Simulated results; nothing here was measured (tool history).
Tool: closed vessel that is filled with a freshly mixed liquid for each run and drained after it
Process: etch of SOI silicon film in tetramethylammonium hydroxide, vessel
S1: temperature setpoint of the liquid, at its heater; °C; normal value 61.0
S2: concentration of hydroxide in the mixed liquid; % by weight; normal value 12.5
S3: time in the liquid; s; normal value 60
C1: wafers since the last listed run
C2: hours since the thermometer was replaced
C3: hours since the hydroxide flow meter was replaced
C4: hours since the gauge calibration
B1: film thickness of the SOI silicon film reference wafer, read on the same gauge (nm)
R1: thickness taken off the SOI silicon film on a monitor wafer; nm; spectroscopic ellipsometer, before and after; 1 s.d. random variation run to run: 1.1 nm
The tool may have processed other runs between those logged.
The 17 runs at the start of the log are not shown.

{"run": 18, "hour": 218.0, "S1": 61.0, "S2": 15.5, "S3": 80, "C1": 1633, "C2": 20.3, "C3": 48.9, "C4": 578.3, "B1": 120.04, "R1": 289.8}
{"hour": 228.2, "done": "gauge calibrated"}
{"run": 19, "hour": 229.7, "S1": 55.0, "S2": 14.0, "S3": 30, "C1": 1459, "C2": 32.0, "C3": 60.6, "C4": 1.5, "B1": 119.98, "R1": 78.26}
{"run": 20, "hour": 239.0, "S1": 61.0, "S2": 15.5, "S3": 80, "C1": 1159, "C2": 41.3, "C3": 69.9, "C4": 10.8, "B1": 120.0, "R1": 290.37}
{"run": 21, "hour": 253.3, "S1": 57.0, "S2": 9.0, "S3": 60, "C1": 1783, "C2": 55.6, "C3": 84.2, "C4": 25.1, "B1": 120.06, "R1": 212.7}
{"run": 22, "hour": 263.0, "S1": 65.5, "S2": 16.0, "S3": 50, "C1": 1209, "C2": 65.3, "C3": 93.9, "C4": 34.8, "B1": 120.04, "R1": 235.06}
{"run": 23, "hour": 277.8, "S1": 61.0, "S2": 12.5, "S3": 60, "C1": 1845, "C2": 80.1, "C3": 108.7, "C4": 49.6, "B1": 120.05, "R1": 238.48}
{"run": 24, "hour": 287.7, "S1": 61.0, "S2": 12.5, "S3": 75, "C1": 1234, "C2": 90.0, "C3": 118.6, "C4": 59.5, "B1": 119.98, "R1": 298.64}
{"run": 25, "hour": 298.1, "S1": 61.0, "S2": 12.5, "S3": 45, "C1": 1297, "C2": 100.4, "C3": 129.0, "C4": 69.9, "B1": 119.96, "R1": 180.09}
{"run": 26, "hour": 311.9, "S1": 66.0, "S2": 10.5, "S3": 80, "C1": 1721, "C2": 114.2, "C3": 142.8, "C4": 83.7, "B1": 119.99, "R1": 462.76}
{"run": 27, "hour": 319.9, "S1": 55.0, "S2": 14.0, "S3": 30, "C1": 997, "C2": 122.2, "C3": 150.8, "C4": 91.7, "B1": 120.05, "R1": 77.47}
{"run": 28, "hour": 337.6, "S1": 61.0, "S2": 12.5, "S3": 60, "C1": 2207, "C2": 139.9, "C3": 168.5, "C4": 109.4, "B1": 120.0, "R1": 240.6}
{"run": 29, "hour": 353.6, "S1": 54.5, "S2": 14.5, "S3": 75, "C1": 1995, "C2": 155.9, "C3": 184.5, "C4": 125.4, "B1": 119.99, "R1": 183.01}
{"run": 30, "hour": 368.1, "S1": 61.0, "S2": 12.5, "S3": 60, "C1": 1808, "C2": 170.4, "C3": 199.0, "C4": 139.9, "B1": 120.0, "R1": 238.92}
{"run": 31, "hour": 392.0, "S1": 54.0, "S2": 10.0, "S3": 50, "C1": 2980, "C2": 194.3, "C3": 222.9, "C4": 163.8, "B1": 119.98, "R1": 138.96}
{"run": 32, "hour": 409.3, "S1": 61.0, "S2": 10.0, "S3": 60, "C1": 2157, "C2": 211.6, "C3": 240.2, "C4": 181.1, "B1": 119.95, "R1": 261.76}
{"run": 33, "hour": 418.7, "S1": 61.0, "S2": 12.5, "S3": 80, "C1": 1172, "C2": 221.0, "C3": 249.6, "C4": 190.5, "B1": 120.0, "R1": 317.87}
{"run": 34, "hour": 427.3, "S1": 61.0, "S2": 8.5, "S3": 95, "C1": 1072, "C2": 229.6, "C3": 258.2, "C4": 199.1, "B1": 119.98, "R1": 436.44}
{"run": 35, "hour": 442.2, "S1": 54.5, "S2": 12.5, "S3": 60, "C1": 1858, "C2": 244.5, "C3": 273.1, "C4": 214.0, "B1": 120.03, "R1": 157.39}

Below are 3 alternative next runs, each starting from the tool's condition after run 35. Predict each:
{"run": "A", "hour": 442.9, "S1": 61.0, "S2": 12.5, "S3": 60, "C1": 87, "C2": 245.2, "C3": 273.8, "C4": 214.7, "B1": "?", "R1": "?"}
{"run": "B", "hour": 442.9, "S1": 55.0, "S2": 12.5, "S3": 60, "C1": 87, "C2": 245.2, "C3": 273.8, "C4": 214.7, "B1": "?", "R1": "?"}
{"run": "C", "hour": 442.9, "S1": 61.0, "S2": 12.5, "S3": 90, "C1": 87, "C2": 245.2, "C3": 273.8, "C4": 214.7, "B1": "?", "R1": "?"}

run=A B1=120.01 R1=237.08
run=B B1=120.01 R1=162.04
run=C B1=120.01 R1=355.62
Had the tool no hidden state, the same runs would have come out as:
run=A R1=242.17
run=B R1=165.52
run=C R1=363.25
